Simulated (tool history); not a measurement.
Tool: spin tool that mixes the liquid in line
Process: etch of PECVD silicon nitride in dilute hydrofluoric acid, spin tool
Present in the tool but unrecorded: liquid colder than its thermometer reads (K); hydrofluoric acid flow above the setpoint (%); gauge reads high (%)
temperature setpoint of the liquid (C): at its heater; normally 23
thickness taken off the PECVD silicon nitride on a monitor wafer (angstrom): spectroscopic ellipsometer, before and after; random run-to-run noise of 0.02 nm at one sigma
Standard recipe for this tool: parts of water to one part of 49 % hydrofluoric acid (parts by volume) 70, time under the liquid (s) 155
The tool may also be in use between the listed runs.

| run | day | temperature setpoint of the liquid (C) | parts of water to one part of 49 % hydrofluoric acid (parts by volume) | time under the liquid (s) | wafers since the last listed run | hours since the thermometer was replaced | hours since the hydrofluoric acid flow meter was replaced | hours since the gauge calibration | read-back film thickness of the PECVD silicon nitride reference wafer, read on the same gauge (nm) | thickness taken off the PECVD silicon nitride on a monitor wafer (angstrom) |
|---|---|---|---|---|---|---|---|---|---|---|
| 1 | 0 | 23 | 70 | 115 | 0 | 2149.6 | 2432.1 | 586.9 | 99.999 | 29.09 |
| 2 | 0.738 | 23 | 70 | 115 | 86 | 2167.3 | 2449.8 | 604.6 | 100.03 | 29.44 |
| 3 | 1.308 | 23 | 70 | 115 | 67 | 2181 | 2463.5 | 618.3 | 100.02 | 29.16 |
| 4 | 1.912 | 23 | 70 | 155 | 70 | 2195.5 | 2478 | 632.8 | 100.041 | 39.3 |
| 5 | 2.271 | 23 | 70 | 155 | 42 | 2204.1 | 2486.6 | 641.4 | 100.001 | 39.18 |
|  | 2.454 | gauge calibrated |
| 6 | 2.692 | 23 | 70 | 155 | 49 | 2214.2 | 2496.7 | 5.7 | 100.004 | 39.38 |
| 7 | 4.367 | 23 | 70 | 155 | 196 | 2254.4 | 2536.9 | 45.9 | 99.99 | 39.21 |
| 8 | 5.646 | 23 | 70 | 155 | 150 | 2285.1 | 2567.6 | 76.6 | 100.008 | 39.25 |
| 9 | 6.017 | 23 | 70 | 155 | 43 | 2294 | 2576.5 | 85.5 | 100.023 | 39.35 |
| 10 | 6.467 | 23 | 55 | 155 | 52 | 2304.8 | 2587.3 | 96.3 | 99.989 | 49.68 |
| 11 | 7.092 | 25 | 70 | 105 | 73 | 2319.8 | 2602.3 | 111.3 | 99.994 | 30.6 |
| 12 | 7.446 | 21.5 | 70 | 230 | 41 | 2328.3 | 2610.8 | 119.8 | 100.037 | 53.13 |
|  | 7.962 | hydrofluoric acid flow meter replaced |
|  | 8.2 | thermometer replaced |
| 13 | 8.221 | 19.5 | 60 | 200 | 81 | 0.5 | 6.2 | 138.4 | 100.016 | 46.57 |
| 14 | 9.054 | 23 | 70 | 155 | 97 | 20.5 | 26.2 | 158.4 | 100.03 | 39.56 |
| 15 | 9.529 | 23 | 70 | 155 | 55 | 31.9 | 37.6 | 169.8 | 99.997 | 39.19 |
| 16 | 9.95 | 23 | 90 | 155 | 49 | 42 | 47.7 | 179.9 | 100.022 | 30.85 |
| 17 | 10.433 | 23 | 70 | 155 | 56 | 53.6 | 59.3 | 191.5 | 100.052 | 39.16 |
| 18 | 10.833 | 21.5 | 100 | 100 | 46 | 63.2 | 68.9 | 201.1 | 100.002 | 16.07 |
| 19 | 11.362 | 23 | 90 | 205 | 62 | 75.9 | 81.6 | 213.8 | 99.994 | 41.09 |
| 20 | 11.971 | 23 | 70 | 155 | 71 | 90.5 | 96.2 | 228.4 | 99.984 | 39.62 |
| 21 | 12.479 | 21.5 | 85 | 210 | 59 | 102.7 | 108.4 | 240.6 | 99.996 | 39.73 |
| 22 | 12.992 | 19.5 | 55 | 225 | 60 | 115 | 120.7 | 252.9 | 100.002 | 56.98 |
| 23 | 13.367 | 23 | 70 | 120 | 44 | 124 | 129.7 | 261.9 | 99.966 | 30.63 |
| 24 | 14.104 | 23 | 90 | 205 | 86 | 141.7 | 147.4 | 279.6 | 99.984 | 40.72 |
| 25 | 14.792 | 20 | 95 | 115 | 80 | 158.2 | 163.9 | 296.1 | 99.981 | 17.62 |
| 26 | 15.058 | 26.5 | 90 | 205 | 31 | 164.6 | 170.3 | 302.5 | 100.006 | 51.48 |
| 27 | 15.779 | 20 | 70 | 155 | 84 | 181.9 | 187.6 | 319.8 | 100.014 | 32.24 |
| 28 | 16.1 | 23 | 60 | 100 | 37 | 189.6 | 195.3 | 327.5 | 100.041 | 29.5 |
| 29 | 16.388 | 26.5 | 90 | 130 | 33 | 196.5 | 202.2 | 334.4 | 100.037 | 32.44 |
| 30 | 16.938 | 27 | 45 | 125 | 64 | 209.7 | 215.4 | 347.6 | 99.972 | 63.98 |
| 31 | 17.579 | 25 | 45 | 205 | 75 | 225.1 | 230.8 | 363 | 99.989 | 91.7 |
| 32 | 18.183 | 18.5 | 105 | 155 | 70 | 239.6 | 245.3 | 377.5 | 100.049 | 19.4 |
| 33 | 18.708 | 23 | 70 | 155 | 61 | 252.2 | 257.9 | 390.1 | 99.992 | 39.2 |

Hidden state, per run?
liquid colder than its thermometer reads (K): 0 on each run
hydrofluoric acid flow above the setpoint (%): 0 on each run
gauge reads high (%): 0 on each run
